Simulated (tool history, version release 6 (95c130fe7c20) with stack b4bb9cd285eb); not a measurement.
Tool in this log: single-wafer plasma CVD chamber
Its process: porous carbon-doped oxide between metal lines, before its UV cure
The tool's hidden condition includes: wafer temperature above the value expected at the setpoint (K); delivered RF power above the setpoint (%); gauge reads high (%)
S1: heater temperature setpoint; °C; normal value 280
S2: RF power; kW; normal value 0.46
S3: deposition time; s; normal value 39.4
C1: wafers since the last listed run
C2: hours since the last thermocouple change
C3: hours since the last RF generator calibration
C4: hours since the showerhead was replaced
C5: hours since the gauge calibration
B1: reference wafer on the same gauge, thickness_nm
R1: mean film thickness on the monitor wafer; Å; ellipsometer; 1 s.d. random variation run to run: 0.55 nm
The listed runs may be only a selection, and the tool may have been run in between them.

run   hour   S1     S2    S3   C1      C2     C3      C4     C5       B1       R1
  1      0  283   0.46  39.4    0  2788.3  675.4  5316.6    8.3  272.372  2292.73
  2   13.7  277   0.46  41.6  196    2802  689.1  5330.3     22   271.75   2523.3
  3   23.3  277   0.46  41.6  137  2811.6  698.7  5339.9   31.6  271.939  2521.77
  4   36.7  280  0.415  39.4  191    2825  712.1  5353.3     45  271.955  2176.55
  5   51.6  280   0.52  43.6  213  2839.9    727  5368.2   59.9  272.301  2771.28
  6   58.6  280   0.52  43.6  100  2846.9    734  5375.2   66.9  271.694  2756.09
  7   65.1  280   0.52  43.6   93  2853.4  740.5  5381.7   73.4  271.967  2772.44
      74.4  -- showerhead replaced
  8   75.7  280   0.41  42.2   37    2864  751.1     1.3     84  271.872  2296.67
      96.5  -- thermocouple changed; heater temperature recalibrated
  9     97  269   0.43  44.6  190     0.5  772.4    22.6  105.3  272.067  2717.46
     103.5  -- gauge calibrated
 10  107.5  283   0.46  39.4  150      11  782.9    33.1      4  271.873  2271.07
 11  113.8  293  0.425  39.4   90    17.3  789.2    39.4   10.3  272.113  2005.15
     126.2  -- RF generator calibrated
 12  126.7  280   0.46  39.4   70    30.2    0.5    52.3   23.2    271.9  2223.77
 13  133.7  272   0.46  39.4  100    37.2    7.5    59.3   30.2  271.722  2356.89
     154.3  -- RF generator calibrated, repeated, since the last time left the tool worse
 14  154.8  271   0.52  39.4  187    58.3    0.5    80.4   51.3  271.974  2737.37
 15  185.7  280   0.46    43  442    89.2   31.4   111.3   82.2  272.119  2605.46

For each entry between runs, how does the tool's hidden state at the last listed run before it compare with that at the first listed run after it?
Between runs 7 and 8: showerhead replaced (hour 74.4)
  delivered RF power above the setpoint (%): -4.23 -> -4.34
  the result without the hidden state subtracted from the measured one, R1: -69.85 -> -69.23 Å
Between runs 8 and 9: thermocouple changed; heater temperature recalibrated (hour 96.5)
  delivered RF power above the setpoint (%): -4.34 -> -4.58
  the result without the hidden state subtracted from the measured one, R1: -69.23 -> -86.56 Å
Between runs 9 and 10: gauge calibrated (hour 103.5)
  delivered RF power above the setpoint (%): -4.58 -> -4.7
  the result without the hidden state subtracted from the measured one, R1: -86.56 -> -71.45 Å
Between runs 11 and 12: RF generator calibrated (hour 126.2)
  delivered RF power above the setpoint (%): -4.77 -> -10.4
  the result without the hidden state subtracted from the measured one, R1: -66.65 -> -165.61 Å
Between runs 13 and 14: RF generator calibrated, repeated, since the last time left the tool worse (hour 154.3)
  delivered RF power above the setpoint (%): -10.4 -> -0.0294
  the result without the hidden state subtracted from the measured one, R1: -175.53 -> -0.46 Å
